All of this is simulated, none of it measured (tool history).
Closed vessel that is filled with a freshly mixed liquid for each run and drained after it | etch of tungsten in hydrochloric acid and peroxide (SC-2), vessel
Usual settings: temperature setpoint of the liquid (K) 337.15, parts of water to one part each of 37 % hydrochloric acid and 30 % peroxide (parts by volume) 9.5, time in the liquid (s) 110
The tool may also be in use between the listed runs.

run     day  temperature setpoint of the liquid (K)  parts of water to one part each of 37 % hydrochloric acid and 30 % peroxide (parts by volume)  time in the liquid (s)  wafers since the last listed run  hours since the thermometer was replaced  hours since the chemicals flow meter was replaced  hours since the drum of peroxide was connected  hours since the gauge calibration  read-back film thickness of the tungsten reference wafer, read on the same gauge (nm)  thickness taken off the tungsten on a monitor wafer (Å)
  1   0.000                                  337.15                                                                                            8.0                     110                                 0                                     824.5                                              655.8                                           574.4                              283.9                                                                                 130.00                                                    582.5
  2   0.546                                  334.15                                                                                            9.5                     110                              1581                                     837.6                                              668.9                                           587.5                              297.0                                                                                 130.02                                                    424.9
  3   1.275                                  337.15                                                                                            9.5                     150                              2112                                     855.1                                              686.4                                           605.0                              314.5                                                                                 130.03                                                    684.4
      1.662  -- chemicals flow meter replaced
  4   1.717                                  337.15                                                                                            9.5                     110                              1158                                     865.7                                                1.3                                           615.6                              325.1                                                                                 129.99                                                    503.7
  5   2.179                                  337.15                                                                                            9.5                     110                              1339                                     876.8                                               12.4                                           626.7                              336.2                                                                                 130.03                                                    506.7
      2.412  -- gauge calibrated
  6   2.767                                  337.15                                                                                            9.5                     110                              1702                                     890.9                                               26.5                                           640.8                                8.5                                                                                 130.01                                                    508.2
      2.962  -- new drum of peroxide connected
  7   3.262                                  339.65                                                                                            9.5                     110                              1315                                     902.8                                               38.4                                             7.2                               20.4                                                                                 130.01                                                    587.9
  8   3.908                                  337.15                                                                                            9.5                     110                              1871                                     918.3                                               53.9                                            22.7                               35.9                                                                                 130.00                                                    505.3
  9   4.300                                  345.15                                                                                            9.5                     110                              1134                                     927.7                                               63.3                                            32.1                               45.3                                                                                 130.01                                                    817.9
 10   4.767                                  337.15                                                                                            5.0                     110                              1351                                     938.9                                               74.5                                            43.3                               56.5                                                                                 130.02                                                    836.1
 11   5.317                                  330.15                                                                                            9.5                     110                              1593                                     952.1                                               87.7                                            56.5                               69.7                                                                                 130.01                                                    328.6
 12   5.733                                  337.15                                                                                            9.5                      60                              1207                                     962.1                                               97.7                                            66.5                               79.7                                                                                 129.97                                                    278.5
 13   6.171                                  343.65                                                                                            6.0                     165                              1267                                     972.6                                              108.2                                            77.0                               90.2                                                                                 130.02                                                   1617.5
 14   6.467                                  345.15                                                                                            7.0                      90                               857                                     979.7                                              115.3                                            84.1                               97.3                                                                                 130.03                                                    860.7
 15   7.133                                  331.65                                                                                           12.5                     140                              1931                                     995.7                                              131.3                                           100.1                              113.3                                                                                 130.03                                                    368.0
 16   7.408                                  337.15                                                                                           13.0                     110                               796                                    1002.3                                              137.9                                           106.7                              119.9                                                                                 130.01                                                    394.7
 17   8.021                                  337.15                                                                                            5.5                     135                              1774                                    1017.0                                              152.6                                           121.4                              134.6                                                                                 130.00                                                    962.6
 18   8.375                                  333.15                                                                                           11.5                     130                              1026                                    1025.5                                              161.1                                           129.9                              143.1                                                                                 130.00                                                    402.4
      8.708  -- thermometer replaced
 19   9.025                                  337.15                                                                                            9.5                      70                              1762                                       7.6                                              176.7                                           145.5                              158.7                                                                                 130.00                                                    304.6
 20   9.362                                  340.65                                                                                            9.5                     110                               977                                      15.7                                              184.8                                           153.6                              166.8                                                                                 129.99                                                    592.0
 21   9.625                                  340.15                                                                                            9.5                     135                               760                                      22.0                                              191.1                                           159.9                              173.1                                                                                 130.01                                                    709.7
 22  11.796                                  337.15                                                                                            9.5                     110                              6289                                      74.1                                              243.2                                           212.0                              225.2                                                                                 129.99                                                    479.1
 23  12.150                                  337.15                                                                                           11.5                      85                              1026                                      82.6                                              251.7                                           220.5                              233.7                                                                                 129.99                                                    315.4
 24  12.808                                  337.15                                                                                            9.5                     110                              1907                                      98.4                                              267.5                                           236.3                              249.5                                                                                 130.01                                                    479.8
 25  13.412                                  341.15                                                                                           14.0                     140                              1750                                     112.9                                              282.0                                           250.8                              264.0                                                                                 130.00                                                    561.6
 26  13.842                                  337.15                                                                                            9.5                     110                              1243                                     123.2                                              292.3                                           261.1                              274.3                                                                                 130.02                                                    480.8
 27  14.404                                  343.15                                                                                           12.5                     110                              1629                                     136.7                                              305.8                                           274.6                              287.8                                                                                 130.01                                                    545.7
 28  14.758                                  337.15                                                                                            5.5                     110                              1026                                     145.2                                              314.3                                           283.1                              296.3                                                                                 129.99                                                    735.6
 29  15.650                                  334.65                                                                                           11.0                     135                              2583                                     166.6                                              335.7                                           304.5                              317.7                                                                                 129.97                                                    448.9

What the log doesn't show, run by run:
chemicals flow below the setpoint (%): 0 in every run
peroxide weaker than its label (%): 0 in every run
gauge reads high (%): 0 in every run
H1: liquid hotter than its thermometer reads (K)
run      H1
  1   0.939
  2   0.951
  3   0.968
  4   0.979
  5   0.989
  6       1
  7    1.01
  8    1.03
  9    1.04
 10    1.05
 11    1.06
 12    1.07
 13    1.08
 14    1.09
 15     1.1
 16    1.11
 17    1.13
 18    1.13
 19  0.0287
 20  0.0366
 21  0.0427
 22  0.0931
 23   0.101
 24   0.117
 25   0.131
 26   0.141
 27   0.154
 28   0.162
 29   0.183

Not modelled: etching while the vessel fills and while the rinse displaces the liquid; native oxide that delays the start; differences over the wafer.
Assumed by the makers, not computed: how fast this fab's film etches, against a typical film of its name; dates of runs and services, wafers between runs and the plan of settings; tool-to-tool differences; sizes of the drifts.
